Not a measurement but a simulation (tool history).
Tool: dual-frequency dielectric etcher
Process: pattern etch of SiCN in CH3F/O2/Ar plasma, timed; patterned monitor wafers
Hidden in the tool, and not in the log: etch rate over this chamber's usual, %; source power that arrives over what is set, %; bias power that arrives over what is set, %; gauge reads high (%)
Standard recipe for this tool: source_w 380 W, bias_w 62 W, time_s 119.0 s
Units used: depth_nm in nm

run    hour  source_w  bias_w  time_s  wafers since the last listed run  hours since the last wet clean  hours since the last source power generator calibration  hours since the last bias power generator calibration  hours since the last upper electrode change  hours since the gauge calibration  read-back reference wafer on the same gauge, depth_nm  depth_nm
  1     0.0       380      55   127.0                                 0                           428.9                                                   4274.5                                                 3227.8                                       1620.1                              627.4                                                  42.45     48.22
  2    50.4       380      62    91.0                               342                           479.3                                                   4324.9                                                 3278.2                                       1670.5                              677.8                                                  42.42     35.98
  3    97.7       380      62    91.0                               321                           526.6                                                   4372.2                                                 3325.5                                       1717.8                              725.1                                                  42.39     36.00
      156.8  -- wet clean of the chamber
  4   157.3       430      62   119.0                               241                             0.5                                                   4431.8                                                 3385.1                                       1777.4                              784.7                                                  42.51     48.22
  5   245.2       430      62   119.0                               596                            88.4                                                   4519.7                                                 3473.0                                       1865.3                              872.6                                                  42.37     47.89
  6   315.1       380      62   119.0                               474                           158.3                                                   4589.6                                                 3542.9                                       1935.2                              942.5                                                  42.50     45.96
  7   411.9       380      62   119.0                               657                           255.1                                                   4686.4                                                 3639.7                                       2032.0                             1039.3                                                  42.39     46.61
  8   516.1       380      62   119.0                               707                           359.3                                                   4790.6                                                 3743.9                                       2136.2                             1143.5                                                  42.40     46.70
      644.9  -- wet clean of the chamber
  9   645.4       380      62   119.0                               714                             0.5                                                   4919.9                                                 3873.2                                       2265.5                             1272.8                                                  42.43     45.78
      688.4  -- upper electrode replaced
 10   703.3       380      68   119.0                               230                            58.4                                                   4977.8                                                 3931.1                                         14.9                             1330.7                                                  42.34     47.20
 11   750.7       380      68   119.0                               321                           105.8                                                   5025.2                                                 3978.5                                         62.3                             1378.1                                                  42.34     47.49
 12   793.9       380      68   119.0                               293                           149.0                                                   5068.4                                                 4021.7                                        105.5                             1421.3                                                  42.41     47.39
      807.2  -- source power generator calibrated
 13   851.1       380      78    96.5                               361                           206.2                                                     43.9                                                 4078.9                                        162.7                             1478.5                                                  42.47     40.09
 14   894.2       380      75    88.5                               292                           249.3                                                     87.0                                                 4122.0                                        205.8                             1521.6                                                  42.44     36.42
      914.6  -- gauge calibrated
 15   953.0       330      68   105.0                               399                           308.1                                                    145.8                                                 4180.8                                        264.6                               38.4                                                  42.33     40.43
 16   995.2       380      62   119.0                               286                           350.3                                                    188.0                                                 4223.0                                        306.8                               80.6                                                  42.39     46.72
 17  1047.6       410      75    85.0                               355                           402.7                                                    240.4                                                 4275.4                                        359.2                              133.0                                                  42.29     36.17
     1072.2  -- bias power generator calibrated
 18  1141.5       380      47   119.0                               610                           496.6                                                    334.3                                                   69.3                                        453.1                              226.9                                                  42.34     43.93
     1169.7  -- wet clean of the chamber
 19  1188.0       330      68   105.0                               152                            18.3                                                    380.8                                                  115.8                                        499.6                              273.4                                                  42.37     39.31
 20  1268.0       380      62   119.0                               543                            98.3                                                    460.8                                                  195.8                                        579.6                              353.4                                                  42.40     45.87
 21  1361.9       480      69   150.5                               637                           192.2                                                    554.7                                                  289.7                                        673.5                              447.3                                                  42.40     65.50
 22  1463.8       380      62   119.0                               691                           294.1                                                    656.6                                                  391.6                                        775.4                              549.2                                                  42.47     46.52
 23  1521.5       380      72    84.5                               391                           351.8                                                    714.3                                                  449.3                                        833.1                              606.9                                                  42.43     34.55
 24  1578.1       480      68   101.0                               384                           408.4                                                    770.9                                                  505.9                                        889.7                              663.5                                                  42.52     44.20

Some steps in depth_nm, run to run, broken into two amounts with sign: the step expected even without the hidden condition (settings, incoming material, random variation), and the rest, left for the hidden condition together with whatever gauge scatter is not in both the measured and the hidden-condition-free result:
Run 8 -> 9: wet clean of the chamber. depth_nm -0.92 nm: hidden state -0.82, all else -0.10.
Run 18 -> 19: source_w 380 -> 330, bias_w 47 -> 68, time_s 119.0 -> 105.0, wet clean of the chamber. depth_nm -4.62 nm: hidden state -0.95, all else -3.67.
Run 20 -> 21: source_w 380 -> 480, bias_w 62 -> 69, time_s 119.0 -> 150.5. depth_nm +19.63 nm: hidden state +0.47, all else +19.16.
Run 21 -> 22: source_w 480 -> 380, bias_w 69 -> 62, time_s 150.5 -> 119.0. depth_nm -18.98 nm: hidden state -0.01, all else -18.97.
